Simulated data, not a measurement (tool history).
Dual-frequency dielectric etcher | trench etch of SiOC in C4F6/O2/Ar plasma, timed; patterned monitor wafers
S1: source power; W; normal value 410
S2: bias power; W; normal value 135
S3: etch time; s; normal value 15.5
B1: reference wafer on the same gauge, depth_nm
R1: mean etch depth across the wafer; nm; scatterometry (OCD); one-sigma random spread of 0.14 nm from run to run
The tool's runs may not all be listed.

| run | hour | S1 | S2 | S3 | B1 | R1 |
|---|---|---|---|---|---|---|
| 1 | 0.0 | 410 | 135 | 15.5 | 29.38 | 29.15 |
| 2 | 50.7 | 410 | 135 | 15.5 | 29.39 | 28.99 |
| 3 | 108.9 | 410 | 135 | 15.5 | 29.40 | 28.92 |
| 4 | 159.0 | 410 | 135 | 15.5 | 29.41 | 29.32 |
| 5 | 215.1 | 410 | 135 | 17.5 | 29.42 | 32.87 |
| 6 | 260.4 | 350 | 148 | 15.5 | 29.40 | 27.67 |
| 7 | 297.3 | 440 | 142 | 15.5 | 29.42 | 30.44 |
| 8 | 332.0 | 410 | 155 | 18.5 | 29.39 | 36.43 |
| 9 | 380.2 | 410 | 155 | 18.5 | 29.42 | 36.31 |
|  | 414.7 | wet clean of the chamber |
|  | 461.5 | upper electrode replaced |
| 10 | 462.0 | 410 | 155 | 18.5 | 29.40 | 35.99 |
| 11 | 492.4 | 460 | 135 | 15.5 | 29.40 | 31.04 |
| 12 | 528.5 | 460 | 135 | 15.5 | 29.41 | 30.58 |
| 13 | 595.1 | 460 | 135 | 15.5 | 29.40 | 30.81 |
| 14 | 657.7 | 440 | 123 | 19.5 | 29.39 | 36.81 |
|  | 676.4 | gauge calibrated |
| 15 | 683.5 | 350 | 135 | 15.5 | 29.39 | 26.82 |
| 16 | 723.5 | 410 | 135 | 15.5 | 29.39 | 28.99 |
|  | 938.5 | wet clean of the chamber |
| 17 | 939.0 | 490 | 162 | 18.0 | 29.40 | 38.31 |
| 18 | 980.0 | 410 | 135 | 15.5 | 29.40 | 28.82 |
|  | 1009.5 | source power generator calibrated |
| 19 | 1010.0 | 410 | 135 | 15.5 | 29.43 | 28.15 |
| 20 | 1045.5 | 410 | 135 | 14.0 | 29.39 | 25.75 |
|  | 1069.7 | bias power generator calibrated |
| 21 | 1117.1 | 460 | 116 | 15.5 | 29.40 | 28.60 |
| 22 | 1183.4 | 410 | 135 | 15.5 | 29.43 | 28.25 |
| 23 | 1219.4 | 360 | 145 | 17.0 | 29.40 | 29.92 |
| 24 | 1256.9 | 410 | 135 | 15.5 | 29.43 | 28.32 |
| 25 | 1303.0 | 410 | 105 | 15.5 | 29.41 | 26.47 |
|  | 1334.2 | source power generator calibrated, repeated, since the last time left the tool worse |
| 26 | 1351.1 | 410 | 159 | 13.5 | 29.40 | 27.23 |
| 27 | 1393.9 | 410 | 135 | 13.0 | 29.40 | 24.66 |
|  | 1428.9 | wet clean of the chamber |
| 28 | 1432.7 | 410 | 162 | 15.5 | 29.38 | 30.98 |
| 29 | 1483.0 | 330 | 135 | 15.5 | 29.38 | 26.44 |
| 30 | 1553.0 | 500 | 145 | 12.5 | 29.40 | 26.84 |

Below are 3 alternative next runs, each starting from the tool's condition after run 30. Predict each:
| A | 1553.4 | 410 | 135 | 15.5 | ? | ? |
| B | 1553.4 | 410 | 135 | 19.5 | ? | ? |
| C | 1553.4 | 410 | 152 | 15.5 | ? | ? |

| run | B1 | R1 |
|---|---|---|
| A | 29.40 | 29.49 |
| B | 29.40 | 37.10 |
| C | 29.40 | 30.59 |
Stripped of hidden state, with their random variation kept, the same runs would have yielded:
| run | R1 |
|---|---|
| A | 29.50 |
| B | 37.11 |
| C | 30.59 |
